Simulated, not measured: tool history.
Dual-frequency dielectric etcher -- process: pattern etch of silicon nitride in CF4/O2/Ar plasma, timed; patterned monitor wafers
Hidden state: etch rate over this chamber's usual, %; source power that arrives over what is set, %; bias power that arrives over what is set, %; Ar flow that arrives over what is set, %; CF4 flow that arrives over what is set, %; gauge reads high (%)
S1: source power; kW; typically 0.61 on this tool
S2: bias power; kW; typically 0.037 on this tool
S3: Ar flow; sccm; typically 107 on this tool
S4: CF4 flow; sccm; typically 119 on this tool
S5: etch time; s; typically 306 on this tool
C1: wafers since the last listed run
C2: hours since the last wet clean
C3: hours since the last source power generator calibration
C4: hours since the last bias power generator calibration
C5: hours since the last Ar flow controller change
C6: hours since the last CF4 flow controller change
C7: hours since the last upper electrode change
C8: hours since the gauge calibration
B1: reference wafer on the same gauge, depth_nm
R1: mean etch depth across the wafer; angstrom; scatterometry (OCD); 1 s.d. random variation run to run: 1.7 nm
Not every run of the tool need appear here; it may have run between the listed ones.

| run | day | S1 | S2 | S3 | S4 | S5 | C1 | C2 | C3 | C4 | C5 | C6 | C7 | C8 | B1 | R1 |
|---|---|---|---|---|---|---|---|---|---|---|---|---|---|---|---|---|
| 1 | 0 | 0.61 | 0.037 | 107 | 119 | 306 | 0 | 241.2 | 1190.4 | 2110 | 3543.6 | 1881.4 | 3575 | 721.4 | 759.5 | 6232 |
| 2 | 2.192 | 0.61 | 0.037 | 107 | 119 | 306 | 248 | 293.8 | 1243 | 2162.6 | 3596.2 | 1934 | 3627.6 | 774 | 759 | 6221 |
| 3 | 3.771 | 0.61 | 0.037 | 107 | 119 | 306 | 179 | 331.7 | 1280.9 | 2200.5 | 3634.1 | 1971.9 | 3665.5 | 811.9 | 760.3 | 6226 |
| 4 | 4.854 | 0.61 | 0.037 | 107 | 119 | 306 | 122 | 357.7 | 1306.9 | 2226.5 | 3660.1 | 1997.9 | 3691.5 | 837.9 | 760.6 | 6233 |
| 5 | 7.533 | 0.61 | 0.037 | 107 | 119 | 306 | 304 | 422 | 1371.2 | 2290.8 | 3724.4 | 2062.2 | 3755.8 | 902.2 | 759.6 | 6236 |
| 6 | 8.533 | 0.61 | 0.037 | 107 | 119 | 306 | 113 | 446 | 1395.2 | 2314.8 | 3748.4 | 2086.2 | 3779.8 | 926.2 | 759.4 | 6251 |
| 7 | 10.779 | 0.61 | 0.037 | 107 | 131 | 306 | 254 | 499.9 | 1449.1 | 2368.7 | 3802.3 | 2140.1 | 3833.7 | 980.1 | 760.6 | 6393 |
|  | 12.446 | gauge calibrated |
|  | 12.708 | wet clean of the chamber |
| 8 | 12.729 | 0.61 | 0.037 | 107 | 119 | 306 | 107 | 0.5 | 1495.9 | 2415.5 | 3849.1 | 2186.9 | 3880.5 | 6.8 | 758.5 | 6179 |
| 9 | 14.679 | 0.46 | 0.041 | 132 | 119 | 365 | 221 | 47.3 | 1542.7 | 2462.3 | 3895.9 | 2233.7 | 3927.3 | 53.6 | 759.3 | 6138 |
|  | 16.529 | bias power generator calibrated |
| 10 | 16.858 | 0.73 | 0.037 | 99 | 101 | 306 | 228 | 99.6 | 1595 | 7.9 | 3948.2 | 2286 | 3979.6 | 105.9 | 760.4 | 6952 |
| 11 | 18.562 | 0.61 | 0.04 | 107 | 132 | 254 | 193 | 140.5 | 1635.9 | 48.8 | 3989.1 | 2326.9 | 4020.5 | 146.8 | 760.3 | 5429 |
|  | 20.379 | CF4 flow controller replaced |
| 12 | 20.571 | 0.71 | 0.037 | 107 | 92 | 306 | 199 | 188.7 | 1684.1 | 97 | 4037.3 | 4.6 | 4068.7 | 195 | 759.8 | 6679 |
|  | 21.788 | source power generator calibrated |
|  | 22.288 | upper electrode replaced |
|  | 24.629 | Ar flow controller replaced |
| 13 | 28.842 | 0.61 | 0.037 | 121 | 119 | 306 | 834 | 387.2 | 169.3 | 295.5 | 101.1 | 203.1 | 157.3 | 393.5 | 760 | 6386 |
| 14 | 30.679 | 0.61 | 0.037 | 107 | 119 | 306 | 208 | 431.3 | 213.4 | 339.6 | 145.2 | 247.2 | 201.4 | 437.6 | 760.3 | 6496 |
| 15 | 33.346 | 0.61 | 0.037 | 107 | 119 | 306 | 302 | 495.3 | 277.4 | 403.6 | 209.2 | 311.2 | 265.4 | 501.6 | 759.5 | 6500 |
|  | 35.704 | wet clean of the chamber |
| 16 | 36.2 | 0.51 | 0.043 | 107 | 110 | 256.5 | 210 | 11.9 | 345.9 | 472.1 | 277.7 | 379.7 | 333.9 | 570.1 | 758.5 | 4978 |

Across each entry between runs, compare the hidden state at the last listed run before it with the hidden state at the first listed run after it:
Runs 7 to 8: gauge calibrated (day 12.446); wet clean of the chamber (day 12.708)
  etch rate over this chamber's usual, %: 1.95 -> 0.209; source power that arrives over what is set, %: -5.3 -> -5.34
  measured value less the no-hidden-state value, R1: -133 -> -239 angstrom
Runs 9 to 10: bias power generator calibrated (day 16.529)
  etch rate over this chamber's usual, %: 0.365 -> 0.538; source power that arrives over what is set, %: -5.37 -> -5.4
  measured value less the no-hidden-state value, R1: -226 -> -249 angstrom
Runs 11 to 12: CF4 flow controller replaced (day 20.379)
  etch rate over this chamber's usual, %: 0.674 -> 0.834; source power that arrives over what is set, %: -5.42 -> -5.45
  measured value less the no-hidden-state value, R1: -188 -> -220 angstrom
Runs 12 to 13: source power generator calibrated (day 21.788); upper electrode replaced (day 22.288); Ar flow controller replaced (day 24.629)
  etch rate over this chamber's usual, %: 0.834 -> 1.49; source power that arrives over what is set, %: -5.45 -> 0.185
  measured value less the no-hidden-state value, R1: -220 -> +103 angstrom
Runs 15 to 16: wet clean of the chamber (day 35.704)
  etch rate over this chamber's usual, %: 1.85 -> -0.284; source power that arrives over what is set, %: -0.479 -> -0.841
  measured value less the no-hidden-state value, R1: +96 -> -44 angstrom

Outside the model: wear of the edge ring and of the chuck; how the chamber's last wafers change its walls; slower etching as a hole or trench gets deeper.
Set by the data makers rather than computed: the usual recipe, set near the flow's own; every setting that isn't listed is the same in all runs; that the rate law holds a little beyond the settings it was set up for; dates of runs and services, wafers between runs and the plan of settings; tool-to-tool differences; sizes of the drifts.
